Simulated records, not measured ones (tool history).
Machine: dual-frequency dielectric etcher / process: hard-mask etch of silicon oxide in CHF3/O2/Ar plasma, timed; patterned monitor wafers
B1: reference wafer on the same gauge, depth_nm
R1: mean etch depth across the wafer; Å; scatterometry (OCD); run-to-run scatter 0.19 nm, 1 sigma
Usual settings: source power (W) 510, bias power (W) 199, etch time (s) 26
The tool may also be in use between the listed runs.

run 1 hour=0 | source_power_(W)=510 bias_power_(W)=199 etch_time_(s)=26 | B1=60.89 | R1=521.9
-- hour=26.6 wet clean of the chamber
run 2 hour=78.6 | source_power_(W)=510 bias_power_(W)=199 etch_time_(s)=26 | B1=60.84 | R1=533
run 3 hour=148.5 | source_power_(W)=510 bias_power_(W)=199 etch_time_(s)=26 | B1=60.94 | R1=525.3
run 4 hour=240.5 | source_power_(W)=510 bias_power_(W)=199 etch_time_(s)=26 | B1=60.87 | R1=526.7
run 5 hour=305.6 | source_power_(W)=510 bias_power_(W)=199 etch_time_(s)=26 | B1=60.89 | R1=525.8
run 6 hour=405.8 | source_power_(W)=510 bias_power_(W)=199 etch_time_(s)=26 | B1=60.85 | R1=524.4
run 7 hour=471.6 | source_power_(W)=510 bias_power_(W)=199 etch_time_(s)=26 | B1=60.97 | R1=526.2
run 8 hour=551.1 | source_power_(W)=510 bias_power_(W)=199 etch_time_(s)=26 | B1=60.9 | R1=518.8
-- hour=614.2 wet clean of the chamber
run 9 hour=614.7 | source_power_(W)=510 bias_power_(W)=199 etch_time_(s)=26 | B1=60.87 | R1=534.8
run 10 hour=677 | source_power_(W)=510 bias_power_(W)=199 etch_time_(s)=26 | B1=60.87 | R1=532.3
run 11 hour=714.7 | source_power_(W)=510 bias_power_(W)=199 etch_time_(s)=26 | B1=60.91 | R1=531.4
run 12 hour=961.2 | source_power_(W)=510 bias_power_(W)=170 etch_time_(s)=28 | B1=60.86 | R1=525.3
run 13 hour=1053.7 | source_power_(W)=470 bias_power_(W)=199 etch_time_(s)=30.5 | B1=60.93 | R1=585.9
-- hour=1111.8 upper electrode replaced
-- hour=1260.1 wet clean of the chamber
run 14 hour=1364.8 | source_power_(W)=450 bias_power_(W)=159 etch_time_(s)=33.5 | B1=60.91 | R1=570.2
run 15 hour=1470.5 | source_power_(W)=610 bias_power_(W)=244 etch_time_(s)=23 | B1=60.88 | R1=571.3
run 16 hour=1517.7 | source_power_(W)=510 bias_power_(W)=244 etch_time_(s)=26 | B1=60.88 | R1=574.4
run 17 hour=1609 | source_power_(W)=590 bias_power_(W)=199 etch_time_(s)=26 | B1=60.86 | R1=566.2
-- hour=1628.8 source power generator calibrated
-- hour=1691 bias power generator calibrated
run 18 hour=1691.5 | source_power_(W)=550 bias_power_(W)=240 etch_time_(s)=32.5 | B1=60.91 | R1=743.7
run 19 hour=1763.3 | source_power_(W)=400 bias_power_(W)=213 etch_time_(s)=26 | B1=60.96 | R1=461.9
-- hour=1803.6 gauge calibrated
-- hour=1813.1 wet clean of the chamber
run 20 hour=1867.8 | source_power_(W)=610 bias_power_(W)=244 etch_time_(s)=23 | B1=60.92 | R1=573
run 21 hour=1927.4 | source_power_(W)=600 bias_power_(W)=199 etch_time_(s)=33 | B1=60.93 | R1=735.2
run 22 hour=2022.6 | source_power_(W)=510 bias_power_(W)=199 etch_time_(s)=22 | B1=60.88 | R1=449.3
run 23 hour=2077.9 | source_power_(W)=460 bias_power_(W)=199 etch_time_(s)=26 | B1=60.93 | R1=494.7
run 24 hour=2375.4 | source_power_(W)=510 bias_power_(W)=199 etch_time_(s)=32.5 | B1=60.86 | R1=653.1
run 25 hour=2444.4 | source_power_(W)=510 bias_power_(W)=199 etch_time_(s)=26 | B1=60.87 | R1=518.6
-- hour=2495.2 wet clean of the chamber
run 26 hour=2496.1 | source_power_(W)=420 bias_power_(W)=235 etch_time_(s)=22 | B1=60.95 | R1=429.6
run 27 hour=2543.7 | source_power_(W)=510 bias_power_(W)=180 etch_time_(s)=33.5 | B1=60.96 | R1=653.4
run 28 hour=2620.8 | source_power_(W)=510 bias_power_(W)=158 etch_time_(s)=26 | B1=60.92 | R1=478.2
run 29 hour=2677.5 | source_power_(W)=510 bias_power_(W)=199 etch_time_(s)=26 | B1=60.89 | R1=528.1

Below are 4 alternative next runs, each starting from the tool's condition after run 29. Predict each:
run A hour=2677.9 | source_power_(W)=400 bias_power_(W)=199 etch_time_(s)=26 | B1=? | R1=?
run B hour=2677.9 | source_power_(W)=460 bias_power_(W)=161 etch_time_(s)=29.5 | B1=? | R1=?
run C hour=2677.9 | source_power_(W)=470 bias_power_(W)=180 etch_time_(s)=26 | B1=? | R1=?
run D hour=2677.9 | source_power_(W)=590 bias_power_(W)=248 etch_time_(s)=31 | B1=? | R1=?

run=A B1=60.95 R1=449.7
run=B B1=60.95 R1=508.1
run=C B1=60.95 R1=478.6
run=D B1=60.95 R1=756
Without the tool's unlogged condition, the same runs would have read:
run=A R1=453.2
run=B R1=511.9
run=C R1=482.3
run=D R1=761.8
